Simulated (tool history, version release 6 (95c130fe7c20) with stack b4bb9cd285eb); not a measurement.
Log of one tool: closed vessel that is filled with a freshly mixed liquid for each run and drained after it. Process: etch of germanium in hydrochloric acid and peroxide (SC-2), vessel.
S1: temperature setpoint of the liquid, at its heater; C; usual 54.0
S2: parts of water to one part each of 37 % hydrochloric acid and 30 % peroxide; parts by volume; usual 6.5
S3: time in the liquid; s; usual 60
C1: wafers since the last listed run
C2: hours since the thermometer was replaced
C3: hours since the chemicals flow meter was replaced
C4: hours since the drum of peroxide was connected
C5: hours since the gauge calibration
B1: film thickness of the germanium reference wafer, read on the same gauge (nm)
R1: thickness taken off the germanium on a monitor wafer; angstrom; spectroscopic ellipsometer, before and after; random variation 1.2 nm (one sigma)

{"run": 1, "hour": 0.0, "S1": 54.0, "S2": 6.0, "S3": 60, "C1": 0, "C2": 349.2, "C3": 521.7, "C4": 245.5, "C5": 527.6, "B1": 130.01, "R1": 1324.0}
{"run": 2, "hour": 27.5, "S1": 54.0, "S2": 6.0, "S3": 60, "C1": 2860, "C2": 376.7, "C3": 549.2, "C4": 273.0, "C5": 555.1, "B1": 129.99, "R1": 1305.2}
{"run": 3, "hour": 58.4, "S1": 54.0, "S2": 6.5, "S3": 60, "C1": 3214, "C2": 407.6, "C3": 580.1, "C4": 303.9, "C5": 586.0, "B1": 129.99, "R1": 1312.0}
{"hour": 86.0, "done": "gauge calibrated"}
{"run": 4, "hour": 113.5, "S1": 54.0, "S2": 6.5, "S3": 60, "C1": 5731, "C2": 462.7, "C3": 635.2, "C4": 359.0, "C5": 27.5, "B1": 130.01, "R1": 1314.2}
{"run": 5, "hour": 149.7, "S1": 54.0, "S2": 6.5, "S3": 60, "C1": 3765, "C2": 498.9, "C3": 671.4, "C4": 395.2, "C5": 63.7, "B1": 130.0, "R1": 1327.6}
{"run": 6, "hour": 190.0, "S1": 54.0, "S2": 6.5, "S3": 60, "C1": 4192, "C2": 539.2, "C3": 711.7, "C4": 435.5, "C5": 104.0, "B1": 129.99, "R1": 1344.0}
{"hour": 225.6, "done": "new drum of peroxide connected"}
{"run": 7, "hour": 233.4, "S1": 54.0, "S2": 6.5, "S3": 60, "C1": 4410, "C2": 582.6, "C3": 755.1, "C4": 7.8, "C5": 147.4, "B1": 130.01, "R1": 1341.6}
{"run": 8, "hour": 304.0, "S1": 54.0, "S2": 6.5, "S3": 60, "C1": 7344, "C2": 653.2, "C3": 825.7, "C4": 78.4, "C5": 218.0, "B1": 129.98, "R1": 1354.7}
{"run": 9, "hour": 365.1, "S1": 54.0, "S2": 5.0, "S3": 60, "C1": 6356, "C2": 714.3, "C3": 886.8, "C4": 139.5, "C5": 279.1, "B1": 129.99, "R1": 1392.0}
{"run": 10, "hour": 422.2, "S1": 54.0, "S2": 5.0, "S3": 60, "C1": 5940, "C2": 771.4, "C3": 943.9, "C4": 196.6, "C5": 336.2, "B1": 129.97, "R1": 1384.4}
{"hour": 455.3, "done": "thermometer replaced"}
{"run": 11, "hour": 455.7, "S1": 54.0, "S2": 6.5, "S3": 60, "C1": 3380, "C2": 0.4, "C3": 977.4, "C4": 230.1, "C5": 369.7, "B1": 130.0, "R1": 1243.9}
{"run": 12, "hour": 480.0, "S1": 54.0, "S2": 6.5, "S3": 60, "C1": 2527, "C2": 24.7, "C3": 1001.7, "C4": 254.4, "C5": 394.0, "B1": 129.98, "R1": 1258.4}
{"run": 13, "hour": 521.8, "S1": 62.5, "S2": 4.5, "S3": 60, "C1": 4348, "C2": 66.5, "C3": 1043.5, "C4": 296.2, "C5": 435.8, "B1": 130.01, "R1": 1641.9}
{"run": 14, "hour": 561.5, "S1": 44.5, "S2": 6.5, "S3": 50, "C1": 4129, "C2": 106.2, "C3": 1083.2, "C4": 335.9, "C5": 475.5, "B1": 129.99, "R1": 797.9}
{"hour": 605.7, "done": "chemicals flow meter replaced"}
{"run": 15, "hour": 620.3, "S1": 46.0, "S2": 9.0, "S3": 90, "C1": 6012, "C2": 165.0, "C3": 14.6, "C4": 394.7, "C5": 534.3, "B1": 129.99, "R1": 1452.7}
{"hour": 626.5, "done": "new drum of peroxide connected"}
{"hour": 652.3, "done": "gauge calibrated"}
{"run": 16, "hour": 686.4, "S1": 54.0, "S2": 5.5, "S3": 60, "C1": 6772, "C2": 231.1, "C3": 80.7, "C4": 59.9, "C5": 34.1, "B1": 129.99, "R1": 1307.8}
{"run": 17, "hour": 741.9, "S1": 50.5, "S2": 5.5, "S3": 60, "C1": 5773, "C2": 286.6, "C3": 136.2, "C4": 115.4, "C5": 89.6, "B1": 130.01, "R1": 1172.6}
{"run": 18, "hour": 807.7, "S1": 49.0, "S2": 5.0, "S3": 70, "C1": 6845, "C2": 352.4, "C3": 202.0, "C4": 181.2, "C5": 155.4, "B1": 130.0, "R1": 1344.9}
{"run": 19, "hour": 842.3, "S1": 54.0, "S2": 9.0, "S3": 60, "C1": 3599, "C2": 387.0, "C3": 236.6, "C4": 215.8, "C5": 190.0, "B1": 130.01, "R1": 1297.5}
{"run": 20, "hour": 879.1, "S1": 54.0, "S2": 6.5, "S3": 60, "C1": 3828, "C2": 423.8, "C3": 273.4, "C4": 252.6, "C5": 226.8, "B1": 130.01, "R1": 1312.5}

Some steps in R1 between neighbouring runs. How much of each would the tool show without its hidden state too (settings, what came in, random variation), and how much is left for the hidden state, with any gauge scatter that isn't in both results?
The hidden state here: liquid hotter than its thermometer reads (K); chemicals flow below the setpoint (%); peroxide weaker than its label (%); gauge reads high (%).
Run 10 -> 11: S2 5.0 -> 6.5, thermometer replaced. R1 -140.5 angstrom: hidden state -99.6, all else -40.9.
Run 13 -> 14: S1 62.5 -> 44.5, S2 4.5 -> 6.5, S3 60 -> 50. R1 -844.0 angstrom: hidden state -8.5, all else -835.5.
Run 14 -> 15: S1 44.5 -> 46.0, S2 6.5 -> 9.0, S3 50 -> 90, chemicals flow meter replaced. R1 +654.8 angstrom: hidden state +22.7, all else +632.1.
